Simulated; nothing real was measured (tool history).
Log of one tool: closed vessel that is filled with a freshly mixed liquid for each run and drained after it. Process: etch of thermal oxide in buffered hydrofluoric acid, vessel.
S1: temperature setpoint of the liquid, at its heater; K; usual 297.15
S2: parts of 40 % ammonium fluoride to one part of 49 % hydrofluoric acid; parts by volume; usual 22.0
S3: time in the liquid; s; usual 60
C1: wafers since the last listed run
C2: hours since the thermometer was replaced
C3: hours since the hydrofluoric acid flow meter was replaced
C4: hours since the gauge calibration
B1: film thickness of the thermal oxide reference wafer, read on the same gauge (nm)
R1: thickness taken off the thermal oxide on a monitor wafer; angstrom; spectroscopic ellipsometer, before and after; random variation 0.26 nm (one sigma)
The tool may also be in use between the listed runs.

run 1 day=0.000 | S1=297.15 S2=25.5 S3=60 | C1=0 C2=329.8 C3=1549.6 C4=231.7 | B1=89.98 | R1=296.0
run 2 day=0.788 | S1=297.15 S2=25.5 S3=60 | C1=1351 C2=348.7 C3=1568.5 C4=250.6 | B1=90.01 | R1=291.8
run 3 day=1.150 | S1=297.15 S2=22.0 S3=60 | C1=622 C2=357.4 C3=1577.2 C4=259.3 | B1=90.02 | R1=325.1
run 4 day=1.688 | S1=297.15 S2=22.0 S3=60 | C1=922 C2=370.3 C3=1590.1 C4=272.2 | B1=90.00 | R1=324.3
run 5 day=2.112 | S1=297.15 S2=22.0 S3=60 | C1=729 C2=380.5 C3=1600.3 C4=282.4 | B1=90.00 | R1=325.9
run 6 day=2.462 | S1=297.15 S2=22.0 S3=60 | C1=600 C2=388.9 C3=1608.7 C4=290.8 | B1=89.99 | R1=332.5
run 7 day=2.929 | S1=297.15 S2=22.0 S3=60 | C1=800 C2=400.1 C3=1619.9 C4=302.0 | B1=90.00 | R1=324.2
run 8 day=3.188 | S1=297.15 S2=22.0 S3=60 | C1=443 C2=406.3 C3=1626.1 C4=308.2 | B1=90.01 | R1=329.6
run 9 day=3.554 | S1=297.15 S2=22.0 S3=60 | C1=629 C2=415.1 C3=1634.9 C4=317.0 | B1=90.01 | R1=327.9
run 10 day=3.933 | S1=297.15 S2=22.0 S3=60 | C1=650 C2=424.2 C3=1644.0 C4=326.1 | B1=89.97 | R1=322.7
run 11 day=4.592 | S1=297.15 S2=22.0 S3=60 | C1=1129 C2=440.0 C3=1659.8 C4=341.9 | B1=90.00 | R1=320.7
run 12 day=5.038 | S1=297.15 S2=22.0 S3=60 | C1=765 C2=450.7 C3=1670.5 C4=352.6 | B1=90.01 | R1=324.1
run 13 day=5.700 | S1=297.15 S2=22.0 S3=60 | C1=1136 C2=466.6 C3=1686.4 C4=368.5 | B1=90.01 | R1=323.7
run 14 day=5.979 | S1=300.15 S2=14.0 S3=45 | C1=479 C2=473.3 C3=1693.1 C4=375.2 | B1=89.99 | R1=439.5
run 15 day=6.592 | S1=295.65 S2=22.0 S3=75 | C1=1051 C2=488.0 C3=1707.8 C4=389.9 | B1=89.97 | R1=376.2
run 16 day=6.871 | S1=297.15 S2=22.0 S3=80 | C1=479 C2=494.7 C3=1714.5 C4=396.6 | B1=89.95 | R1=430.0
-- day=7.133 gauge calibrated
run 17 day=7.262 | S1=300.15 S2=25.0 S3=40 | C1=672 C2=504.1 C3=1723.9 C4=3.1 | B1=89.98 | R1=232.9
-- day=7.538 hydrofluoric acid flow meter replaced
run 18 day=7.750 | S1=300.15 S2=29.5 S3=60 | C1=765 C2=515.8 C3=5.1 C4=14.8 | B1=89.98 | R1=313.5
-- day=8.088 thermometer replaced
run 19 day=8.158 | S1=300.65 S2=29.5 S3=90 | C1=629 C2=1.7 C3=14.9 C4=24.6 | B1=90.01 | R1=488.7
run 20 day=8.733 | S1=299.15 S2=22.0 S3=45 | C1=986 C2=15.5 C3=28.7 C4=38.4 | B1=90.00 | R1=271.6
run 21 day=9.058 | S1=297.15 S2=22.0 S3=60 | C1=557 C2=23.3 C3=36.5 C4=46.2 | B1=89.99 | R1=329.1
run 22 day=9.354 | S1=301.65 S2=26.5 S3=60 | C1=507 C2=30.4 C3=43.6 C4=53.3 | B1=90.01 | R1=367.0
run 23 day=9.962 | S1=297.15 S2=22.0 S3=60 | C1=1043 C2=45.0 C3=58.2 C4=67.9 | B1=89.98 | R1=329.2
run 24 day=10.483 | S1=297.15 S2=30.0 S3=60 | C1=893 C2=57.5 C3=70.7 C4=80.4 | B1=89.96 | R1=262.2
run 25 day=11.058 | S1=293.15 S2=22.0 S3=75 | C1=986 C2=71.3 C3=84.5 C4=94.2 | B1=90.00 | R1=327.5
run 26 day=12.275 | S1=297.15 S2=26.5 S3=60 | C1=2087 C2=100.5 C3=113.7 C4=123.4 | B1=90.01 | R1=288.3
run 27 day=12.867 | S1=301.15 S2=26.0 S3=85 | C1=1015 C2=114.7 C3=127.9 C4=137.6 | B1=90.01 | R1=512.7
run 28 day=14.921 | S1=295.15 S2=22.0 S3=60 | C1=3525 C2=164.0 C3=177.2 C4=186.9 | B1=90.02 | R1=294.6
run 29 day=15.504 | S1=292.15 S2=30.0 S3=30 | C1=1001 C2=178.0 C3=191.2 C4=200.9 | B1=89.99 | R1=98.8
run 30 day=16.171 | S1=297.15 S2=22.0 S3=60 | C1=1144 C2=194.0 C3=207.2 C4=216.9 | B1=89.97 | R1=319.7
run 31 day=16.825 | S1=293.65 S2=14.5 S3=40 | C1=1122 C2=209.7 C3=222.9 C4=232.6 | B1=90.01 | R1=259.1
run 32 day=17.212 | S1=297.15 S2=22.0 S3=60 | C1=665 C2=219.0 C3=232.2 C4=241.9 | B1=90.02 | R1=324.4
run 33 day=17.733 | S1=300.65 S2=27.5 S3=60 | C1=893 C2=231.5 C3=244.7 C4=254.4 | B1=90.00 | R1=337.6
run 34 day=18.142 | S1=298.65 S2=28.5 S3=35 | C1=700 C2=241.3 C3=254.5 C4=264.2 | B1=89.99 | R1=170.9
run 35 day=18.608 | S1=297.15 S2=22.0 S3=60 | C1=800 C2=252.5 C3=265.7 C4=275.4 | B1=89.98 | R1=325.4

Forecast each of these 3 alternatives for the next run:
run A day=18.638 | S1=297.15 S2=22.0 S3=60 | C1=50 C2=253.2 C3=266.4 C4=276.1 | B1=? | R1=?
run B day=18.638 | S1=297.15 S2=22.0 S3=90 | C1=50 C2=253.2 C3=266.4 C4=276.1 | B1=? | R1=?
run C day=18.638 | S1=295.15 S2=30.0 S3=30 | C1=50 C2=253.2 C3=266.4 C4=276.1 | B1=? | R1=?

run=A B1=90.03 R1=324.8
run=B B1=90.03 R1=487.2
run=C B1=90.03 R1=117.4
Without the tool's hidden state the same runs would have given:
run=A R1=324.8
run=B R1=487.2
run=C R1=117.4
